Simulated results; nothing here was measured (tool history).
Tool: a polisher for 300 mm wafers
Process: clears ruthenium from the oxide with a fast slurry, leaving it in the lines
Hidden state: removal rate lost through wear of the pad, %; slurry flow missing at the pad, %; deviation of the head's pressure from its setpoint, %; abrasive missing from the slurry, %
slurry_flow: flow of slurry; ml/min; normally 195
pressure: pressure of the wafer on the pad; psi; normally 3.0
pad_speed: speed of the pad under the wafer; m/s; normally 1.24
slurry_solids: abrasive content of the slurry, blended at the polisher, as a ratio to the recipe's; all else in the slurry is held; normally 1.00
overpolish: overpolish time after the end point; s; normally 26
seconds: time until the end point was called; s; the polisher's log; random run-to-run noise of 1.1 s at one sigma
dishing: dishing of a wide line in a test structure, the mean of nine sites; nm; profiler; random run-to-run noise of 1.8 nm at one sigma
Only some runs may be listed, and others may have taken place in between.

run,day,slurry_flow,pressure,pad_speed,slurry_solids,overpolish,wafers since the last listed run,wafers polished on this pad,hours since the slurry nozzle was cleaned,hours since the head pressure was calibrated,hours since the slurry blender was calibrated,"incoming thickness of the incoming film, nm",seconds,dishing
1,0.000,195,3.0,1.24,1.00,26,0,1018,326.7,668.8,325.7,316.2,77.3,75.1
2,0.483,195,3.0,1.24,1.00,26,95,1114,338.3,680.4,337.3,320.6,75.4,72.4
3,1.088,195,3.0,0.94,0.80,26,119,1233,352.8,694.9,351.8,321.9,112.4,59.6
4,1.396,195,3.0,1.24,1.00,26,60,1294,360.2,702.3,359.2,314.4,75.6,76.8
5,1.925,250,3.0,1.24,1.00,26,104,1398,372.9,715.0,371.9,322.2,75.2,78.5
6,2.254,195,2.4,1.24,0.90,26,64,1463,380.8,722.9,379.8,322.3,100.7,62.6
7,2.508,195,2.2,1.38,1.30,26,50,1513,386.9,729.0,385.9,319.1,90.7,68.3
# day 2.833: slurry blender recalibrated
8,2.854,195,3.0,1.24,0.80,26,51,1565,395.2,737.3,0.5,320.2,77.8,76.3
# day 3.083: worn pad replaced by a new one
9,3.112,235,3.4,1.08,1.00,26,18,5,401.4,743.5,6.7,319.0,72.3,79.5
10,3.525,195,3.0,1.24,1.00,26,81,86,411.3,753.4,16.6,318.9,72.1,79.0
11,4.242,195,3.0,1.58,0.85,26,141,228,428.5,770.6,33.8,320.6,59.9,89.0
12,4.946,195,3.0,1.24,1.15,26,138,366,445.4,787.5,50.7,321.0,72.1,78.1
13,6.779,195,3.0,1.24,1.20,26,361,728,489.4,831.5,94.7,322.7,71.6,80.4
14,8.342,195,2.4,1.24,0.90,26,308,1036,526.9,869.0,132.2,318.5,94.2,66.5
# day 9.883: slurry nozzle cleaned
15,9.946,195,3.0,1.24,1.00,26,308,1344,1.5,907.5,170.7,320.5,69.7,84.3
# day 10.396: worn pad replaced by a new one
16,10.508,195,3.0,1.24,1.00,26,78,22,15.0,921.0,184.2,321.2,70.4,82.7
# day 10.796: head pressure recalibrated
17,12.133,195,3.0,1.24,1.00,26,303,326,54.0,32.1,223.2,315.7,73.3,76.8
18,12.858,195,3.0,1.24,1.00,26,142,469,71.4,49.5,240.6,315.1,71.6,79.0
19,13.354,170,3.9,1.38,1.00,26,97,566,83.3,61.4,252.5,317.2,51.5,97.1
20,14.083,195,3.0,1.42,1.00,33,143,710,100.8,78.9,270.0,316.9,63.2,96.4
21,14.908,195,2.2,1.52,0.90,26,162,873,120.6,98.7,289.8,322.4,85.3,69.4
22,15.279,195,3.0,1.24,1.00,26,73,946,129.5,107.6,298.7,315.2,72.4,79.5
23,15.604,195,3.0,1.60,0.75,26,64,1010,137.3,115.4,306.5,320.7,63.4,88.5
24,16.279,160,2.1,1.56,1.00,26,133,1143,153.5,131.6,322.7,319.2,87.4,68.6
# day 18.458: worn pad replaced by a new one
25,18.525,195,2.2,1.10,1.00,26,409,13,207.4,185.5,376.6,320.1,119.0,54.9
26,18.879,160,3.0,0.92,0.75,16,69,83,215.9,194.0,385.1,314.0,117.7,36.0
27,19.346,195,3.0,1.24,1.00,26,92,175,227.1,205.2,396.3,320.4,78.5,75.9
28,19.721,195,3.0,1.62,1.20,26,73,248,236.1,214.2,405.3,323.9,58.0,93.9

Hidden state, per run?
removal rate lost through wear of the pad, %: 0 on each run
deviation of the head's pressure from its setpoint, %: 0 on each run
H1: slurry flow missing at the pad, %
H2: abrasive missing from the slurry, %
run,H1,H2
1,37.9,19.2
2,38.3,20.5
3,38.8,22.1
4,39,22.9
5,39.4,24.4
6,39.6,25.4
7,39.8,26.2
8,40,4.37
9,40.1,4.38
10,40.3,4.41
11,40.7,4.56
12,41,4.79
13,41.7,5.82
14,42.2,7.2
15,2.39,9.09
16,5.57,9.87
17,13.5,12.4
18,16.4,13.8
19,18.3,14.7
20,20.8,16.2
21,23.4,18
22,24.4,18.8
23,25.3,19.6
24,27,21.3
25,31.7,27.4
26,32.3,28.4
27,33,29.8
28,33.6,31
